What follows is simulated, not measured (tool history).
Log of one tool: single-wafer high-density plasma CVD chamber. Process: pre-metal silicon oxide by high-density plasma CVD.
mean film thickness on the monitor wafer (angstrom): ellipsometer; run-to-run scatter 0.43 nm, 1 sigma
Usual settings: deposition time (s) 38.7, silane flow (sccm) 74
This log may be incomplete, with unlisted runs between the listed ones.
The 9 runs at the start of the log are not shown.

run	hour	deposition time (s)	silane flow (sccm)	read-back reference wafer on the same gauge, thickness_nm	mean film thickness on the monitor wafer (angstrom)
10	128.9	38.7	74	256.999	2922.59
11	146.4	38.7	74	256.905	2916.89
12	154.9	38.7	74	256.958	2918.87
13	170	38.7	74	257.035	2924.08
14	189.1	38.7	74	256.88	2919.82
15	195.9	38.7	74	257.03	2920.25
16	204.4	38.7	83	257.017	3155.79
# hour 218.4: gauge calibrated
17	218.6	38.7	83	256.936	3149.09
18	233.3	36.7	74	256.937	2766.61
19	249.9	36.7	74	257.127	2772.63
20	282.3	38.7	74	256.965	2926.8
21	299.1	38.7	74	256.881	2920.33
22	311.1	38.7	74	257.107	2926.28
23	327.3	38.7	74	257.102	2925.1
24	335.4	35.7	79	257.031	2810.63
25	349.3	38.7	84	256.998	3182.64
26	358.8	32.9	70	257.046	2391.59
27	371.7	31.2	74	256.976	2363.88
28	380.4	44.5	85	257.073	3676.36
29	389.4	38.7	74	257.078	2931.75

Run 30, settings as shown, results not yet in. Your forecast:
30	404.8	36.3	79	?	?

read-back reference wafer on the same gauge, thickness_nm: 256.927
mean film thickness on the monitor wafer (angstrom): 2861.99
Minus the tool's unlogged condition, the same run would have read mean film thickness on the monitor wafer (angstrom) 2774.74.
